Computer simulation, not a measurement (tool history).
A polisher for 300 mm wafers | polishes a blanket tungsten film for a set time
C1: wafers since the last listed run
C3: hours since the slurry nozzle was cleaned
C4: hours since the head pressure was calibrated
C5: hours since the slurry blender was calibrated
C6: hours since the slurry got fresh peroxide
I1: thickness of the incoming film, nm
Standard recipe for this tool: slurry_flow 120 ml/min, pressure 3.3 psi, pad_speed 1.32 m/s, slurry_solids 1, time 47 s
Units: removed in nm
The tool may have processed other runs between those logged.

Run 1, day 0: usual settings but slurry_flow 140 ml/min; C1 0; wafers polished on this pad 338; C3 489.2; C4 992.7; C5 89.1; C6 51.4; I1 732.7. Result: removed 338.1 nm.
Run 2, day 0.45: usual settings but pad_speed 1.02 m/s; C1 167; wafers polished on this pad 505; C3 500; C4 1003.5; C5 99.9; C6 62.2; I1 740.9. Result: removed 261.2 nm.
At day 0.938: slurry tank refilled with fresh slurry and peroxide.
Run 3, day 0.958: usual settings but pad_speed 1.02 m/s; C1 173; wafers polished on this pad 679; C3 512.2; C4 1015.7; C5 112.1; C6 0.5; I1 747.3. Result: removed 274.4 nm.
Run 4, day 1.521: usual settings but pad_speed 1.02 m/s; C1 209; wafers polished on this pad 888; C3 525.7; C4 1029.2; C5 125.6; C6 14; I1 726.5. Result: removed 271 nm.
Run 5, day 2.192: usual settings; C1 249; wafers polished on this pad 1138; C3 541.8; C4 1045.3; C5 141.7; C6 30.1; I1 746.2. Result: removed 329.5 nm.
Run 6, day 2.758: usual settings; C1 210; wafers polished on this pad 1349; C3 555.4; C4 1058.9; C5 155.3; C6 43.7; I1 751. Result: removed 333.5 nm.
At day 3.088: worn pad replaced by a new one.
Run 7, day 3.279: usual settings; C1 131; wafers polished on this pad 71; C3 567.9; C4 1071.4; C5 167.8; C6 56.2; I1 739. Result: removed 327.8 nm.
Run 8, day 3.979: usual settings; C1 260; wafers polished on this pad 331; C3 584.7; C4 1088.2; C5 184.6; C6 73; I1 740.4. Result: removed 323.3 nm.
At day 4.15: slurry tank refilled with fresh slurry and peroxide.
Run 9, day 4.7: usual settings; C1 252; wafers polished on this pad 584; C3 602; C4 1105.5; C5 201.9; C6 13.2; I1 728. Result: removed 342.3 nm.
Run 10, day 5.096: usual settings but time 37 s; C1 147; wafers polished on this pad 731; C3 611.5; C4 1115; C5 211.4; C6 22.7; I1 728. Result: removed 262.5 nm.
At day 5.533: slurry nozzle cleaned.
Run 11, day 5.588: usual settings but time 37 s; C1 167; wafers polished on this pad 899; C3 1.3; C4 1126.8; C5 223.2; C6 34.5; I1 750.8. Result: removed 261.7 nm.
At day 5.767: slurry blender recalibrated.
At day 6.262: worn pad replaced by a new one.
Run 12, day 6.292: usual settings but pressure 2.6 psi, pad_speed 1.54 m/s, slurry_solids 0.7; C1 169; wafers polished on this pad 10; C3 18.2; C4 1143.7; C5 12.6; C6 51.4; I1 736. Result: removed 273.5 nm.
At day 6.625: head pressure recalibrated.
Run 13, day 6.646: usual settings; C1 100; wafers polished on this pad 111; C3 26.7; C4 0.5; C5 21.1; C6 59.9; I1 726.3. Result: removed 297.2 nm.
Run 14, day 7.217: usual settings but time 62 s; C1 212; wafers polished on this pad 323; C3 40.4; C4 14.2; C5 34.8; C6 73.6; I1 747. Result: removed 394.2 nm.
At day 7.312: slurry tank refilled with fresh slurry and peroxide.
Run 15, day 7.817: usual settings but slurry_flow 130 ml/min, pad_speed 1.72 m/s, slurry_solids 1.3; C1 207; wafers polished on this pad 531; C3 54.8; C4 28.6; C5 49.2; C6 12.1; I1 738.6. Result: removed 426.8 nm.
Run 16, day 8.183: usual settings but pad_speed 1.6 m/s, slurry_solids 0.9; C1 136; wafers polished on this pad 668; C3 63.6; C4 37.4; C5 58; C6 20.9; I1 741.3. Result: removed 360.7 nm.
Run 17, day 8.696: usual settings but time 39 s; C1 190; wafers polished on this pad 858; C3 75.9; C4 49.7; C5 70.3; C6 33.2; I1 746.6. Result: removed 256 nm.
Run 18, day 9.067: usual settings but time 62 s; C1 138; wafers polished on this pad 996; C3 84.8; C4 58.6; C5 79.2; C6 42.1; I1 754.8. Result: removed 403.8 nm.
Run 19, day 9.421: usual settings but pad_speed 1.54 m/s, time 39 s; C1 131; wafers polished on this pad 1128; C3 93.3; C4 67.1; C5 87.7; C6 50.6; I1 751.6. Result: removed 288.2 nm.
At day 9.833: slurry tank refilled with fresh slurry and peroxide.
At day 10.008: worn pad replaced by a new one.
Run 20, day 10.029: usual settings but slurry_flow 160 ml/min, pad_speed 1.48 m/s, slurry_solids 1.1, time 58 s; C1 148; wafers polished on this pad 8; C3 107.9; C4 81.7; C5 102.3; C6 4.7; I1 738.4. Result: removed 468.9 nm.
Run 21, day 10.508: usual settings but slurry_flow 160 ml/min, pressure 4.4 psi, time 36 s; C1 178; wafers polished on this pad 186; C3 119.4; C4 93.2; C5 113.8; C6 16.2; I1 741.5. Result: removed 338.4 nm.
Run 22, day 10.992: usual settings but pad_speed 1.6 m/s, slurry_solids 0.9; C1 179; wafers polished on this pad 366; C3 131; C4 104.8; C5 125.4; C6 27.8; I1 737.5. Result: removed 359.5 nm.
Run 23, day 11.246: usual settings; C1 94; wafers polished on this pad 461; C3 137.1; C4 110.9; C5 131.5; C6 33.9; I1 737.4. Result: removed 309.3 nm.
Run 24, day 12.033: usual settings but slurry_solids 1.15; C1 293; wafers polished on this pad 754; C3 156; C4 129.8; C5 150.4; C6 52.8; I1 730.9. Result: removed 318.7 nm.
Run 25, day 12.4: usual settings but slurry_solids 0.85; C1 136; wafers polished on this pad 890; C3 164.8; C4 138.6; C5 159.2; C6 61.6; I1 730.2. Result: removed 296 nm.
Run 26, day 12.912: usual settings but slurry_flow 105 ml/min, pressure 4 psi, slurry_solids 0.7; C1 190; wafers polished on this pad 1081; C3 177.1; C4 150.9; C5 171.5; C6 73.9; I1 743.7. Result: removed 330.3 nm.

4 ways to go on from here, each from the tool as it stands after run 26. What would each give?
Run A, day 12.929: usual settings; C1 6; wafers polished on this pad 1087; C3 177.5; C4 151.3; C5 171.9; C6 74.3; I1 730.4. Result: removed ?.
Run B, day 12.929: usual settings but pressure 2.9 psi, pad_speed 1.1 m/s, time 57 s; C1 6; wafers polished on this pad 1087; C3 177.5; C4 151.3; C5 171.9; C6 74.3; I1 730.4. Result: removed ?.
Run C, day 12.929: usual settings but slurry_flow 90 ml/min, pressure 3.7 psi, slurry_solids 1.2, time 52 s; C1 6; wafers polished on this pad 1087; C3 177.5; C4 151.3; C5 171.9; C6 74.3; I1 730.4. Result: removed ?.
Run D, day 12.929: usual settings but pressure 4.2 psi, pad_speed 1.44 m/s, slurry_solids 1.15; C1 6; wafers polished on this pad 1087; C3 177.5; C4 151.3; C5 171.9; C6 74.3; I1 730.4. Result: removed ?.

run  removed
  A    306.1
  B    278.1
  C    366.3
  D      435
What these runs would have given with no unlogged condition in the tool:
run  removed
  A    309.8
  B    281.4
  C    370.7
  D    440.2

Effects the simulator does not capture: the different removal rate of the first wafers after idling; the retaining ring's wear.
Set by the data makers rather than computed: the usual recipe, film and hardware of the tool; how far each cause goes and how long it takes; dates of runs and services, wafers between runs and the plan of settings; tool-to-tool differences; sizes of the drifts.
